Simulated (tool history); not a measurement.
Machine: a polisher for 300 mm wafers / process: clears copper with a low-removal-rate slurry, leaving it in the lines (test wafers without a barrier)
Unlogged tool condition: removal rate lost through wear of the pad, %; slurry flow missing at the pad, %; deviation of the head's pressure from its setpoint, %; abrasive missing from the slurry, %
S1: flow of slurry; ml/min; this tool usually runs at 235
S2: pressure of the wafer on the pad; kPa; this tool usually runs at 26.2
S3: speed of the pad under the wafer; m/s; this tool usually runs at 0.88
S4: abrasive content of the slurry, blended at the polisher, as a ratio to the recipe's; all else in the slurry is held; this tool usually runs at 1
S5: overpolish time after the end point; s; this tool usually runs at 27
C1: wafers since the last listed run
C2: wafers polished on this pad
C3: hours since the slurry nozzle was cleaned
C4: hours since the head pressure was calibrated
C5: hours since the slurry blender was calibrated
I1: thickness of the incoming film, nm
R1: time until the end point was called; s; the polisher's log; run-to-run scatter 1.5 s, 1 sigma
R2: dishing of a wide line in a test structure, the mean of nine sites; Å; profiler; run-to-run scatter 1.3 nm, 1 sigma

run     day   S1    S2    S3    S4  S5   C1    C2     C3     C4     C5     I1     R1   R2
  1       0  235  26.2  0.88     1  27    0   636  454.1  687.4  338.8  523.3    142  572
  2   3.104  235  26.2  0.88     1  27  290   926  528.6  761.9  413.3    520  143.4  580
  3   5.512  235  26.2  0.88     1  27  225  1152  586.4  819.7  471.1  518.6  144.6  540
        6.6  -- head pressure recalibrated
  4   9.154  235  26.2  0.88   1.2  27  333  1486  673.8   61.3  558.5  524.4  146.2  554
     10.633  -- slurry blender recalibrated
  5  11.633  235  26.2  0.88  0.85  27  224  1710  733.3  120.8     24  509.9  143.2  580
     14.783  -- worn pad replaced by a new one
  6  14.833  235  26.2  0.88  0.85  27  284     4  810.1  197.6  100.8  524.1  148.9  550
  7  18.538  235  26.2  0.88  0.85  27  347   351    899  286.5  189.7  523.1  153.7  524
     19.317  -- slurry nozzle cleaned
  8  21.379  235  26.2  0.88     1  17  262   614   49.5  354.7  257.9  513.8  137.5  418
  9  23.717  235  26.2  0.88  1.25  27  219   833  105.6  410.8    314  524.6  131.4  621
 10  27.179  205  18.6  0.88   0.7  33  324  1157  188.7  493.9  397.1  528.8  223.1  476
 11  31.125  235  26.2  0.88     1  27  369  1527  283.4  588.6  491.8    531    148  567
 12  32.754  235  26.2  0.88     1  27  152  1680  322.5  627.7  530.9  519.3    148  562
 13  34.379  285  26.2  0.88     1  27  152  1832  361.5  666.7  569.9  521.2  147.6  566
     35.017  -- slurry blender recalibrated
     36.392  -- head pressure recalibrated
 14  38.675  175  22.1  0.88     1  27  386  2219  464.6   54.8   87.8  527.5  170.6  509
     39.708  -- worn pad replaced by a new one
 15  42.246  235  26.2  0.88     1  41  318   237  550.3  140.5  173.5  527.8  141.1  717
 16  44.217  235  33.1     1     1  32  184   422  597.6  187.8  220.8  519.9  100.2  799
 17  46.183  235  26.2  0.88     1  27  184   606  644.8    235    268    523  142.7  569
 18  48.012  235  26.2  0.88     1  27  171   778  688.7  278.9  311.9  523.6  146.3  588
 19  49.808  195  32.4  0.88     1  34  168   946  731.8    322    355  512.8  116.2  748
 20  53.404  235  26.2  0.68     1  27  336  1283  818.1  408.3  441.3  519.3  190.8  459
     54.958  -- slurry nozzle cleaned
 21  55.296  190  26.2  0.88   1.1  39  173  1456    8.1  453.7  486.7  516.9    145  735
 22  57.812  235  26.2  0.88     1  27  235  1692   68.5  514.1  547.1  527.3    151  551
     57.917  -- slurry blender recalibrated
 23  60.683  235  26.2  0.78  1.25  27  261  1953  137.4    583   66.4  517.4  144.5  560
 24  63.838  195  32.4  0.88     1  34  295  2249  213.1  658.7  142.1  512.6  113.5  723
     65.171  -- head pressure recalibrated
     65.488  -- worn pad replaced by a new one
 25  68.262  290  26.2  0.88     1  27  391   259  319.3   74.2  248.3  523.4  136.3  571
 26  71.088  235  26.2  0.88  0.75  27  264   524  387.1    142  316.1  517.5  151.4  549
 27  73.792  235    20  0.88     1  27  253   778    452  206.9    381  510.8  181.2  460

Run 28 has not been measured yet. What should we expect?
 28  76.45  235  26.2  0.88   1  27  249  1027  515.8  270.7  444.8  516.2   ?   ?

{"run 28": {"R1": 141.9, "R2": 587}}
Minus the tool's unlogged condition, the same run would have read R1 131.7 s, R2 616 Å.

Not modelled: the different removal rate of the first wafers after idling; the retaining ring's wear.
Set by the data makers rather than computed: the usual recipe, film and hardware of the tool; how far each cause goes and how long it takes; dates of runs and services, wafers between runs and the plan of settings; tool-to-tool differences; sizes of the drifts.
